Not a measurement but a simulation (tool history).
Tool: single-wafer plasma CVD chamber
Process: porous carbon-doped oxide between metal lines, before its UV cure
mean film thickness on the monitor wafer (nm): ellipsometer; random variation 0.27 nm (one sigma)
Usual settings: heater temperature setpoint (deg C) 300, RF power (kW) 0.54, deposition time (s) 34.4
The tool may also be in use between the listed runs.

run,hour,heater temperature setpoint (deg C),RF power (kW),deposition time (s),wafers since the last listed run,hours since the last thermocouple change,hours since the last RF generator calibration,hours since the showerhead was replaced,hours since the gauge calibration,"read-back reference wafer on the same gauge, thickness_nm",mean film thickness on the monitor wafer (nm)
1,0,300,0.54,34.4,0,2207.3,1267.7,3331.2,140.9,147.981,177.106
2,27.2,300,0.54,34.4,442,2234.5,1294.9,3358.4,168.1,148.092,177.196
3,50.7,300,0.54,34.4,382,2258,1318.4,3381.9,191.6,147.983,176.669
4,69.1,291,0.54,39.7,299,2276.4,1336.8,3400.3,210,148.009,212.824
5,104.3,291,0.54,39.7,572,2311.6,1372,3435.5,245.2,147.997,213.937
6,137.2,291,0.54,39.7,535,2344.5,1404.9,3468.4,278.1,148.014,213.058
# hour 164.6: showerhead replaced
7,167.6,300,0.455,34.4,364,2374.9,1435.3,3,308.5,147.973,160.334
8,188.4,300,0.54,34.4,338,2395.7,1456.1,23.8,329.3,148.037,177.282
# hour 248.5: thermocouple changed; heater temperature recalibrated
# hour 267.2: RF generator calibrated
9,291.9,300,0.54,34.4,1423,43.4,24.7,127.3,432.8,147.983,182.116
# hour 304.4: gauge calibrated
10,314.6,313,0.455,36.4,369,66.1,47.4,150,10.2,148.024,163.946
11,341.3,308,0.54,34.4,434,92.8,74.1,176.7,36.9,148.046,174.795
12,374.8,300,0.54,28,544,126.3,107.6,210.2,70.4,147.971,148.572
13,394.5,288,0.595,28.7,320,146,127.3,229.9,90.1,148.096,170.807
14,429.6,308,0.455,34.4,570,181.1,162.4,265,125.2,147.879,157.636

4 ways to go on from here, each from the tool as it stands after run 14. What would each give?
A,430,300,0.54,34.4,6,181.5,162.8,265.4,125.6,?,?
B,430,300,0.59,34.4,6,181.5,162.8,265.4,125.6,?,?
C,430,310,0.435,29.8,6,181.5,162.8,265.4,125.6,?,?
D,430,312,0.54,40.9,6,181.5,162.8,265.4,125.6,?,?

run,"read-back reference wafer on the same gauge, thickness_nm",mean film thickness on the monitor wafer (nm)
A,147.989,180.416
B,147.989,189.714
C,147.989,131.856
D,147.989,201.461
Without the tool's hidden state the same runs would have given:
run,mean film thickness on the monitor wafer (nm)
A,182.774
B,192.142
C,133.871
D,204.094
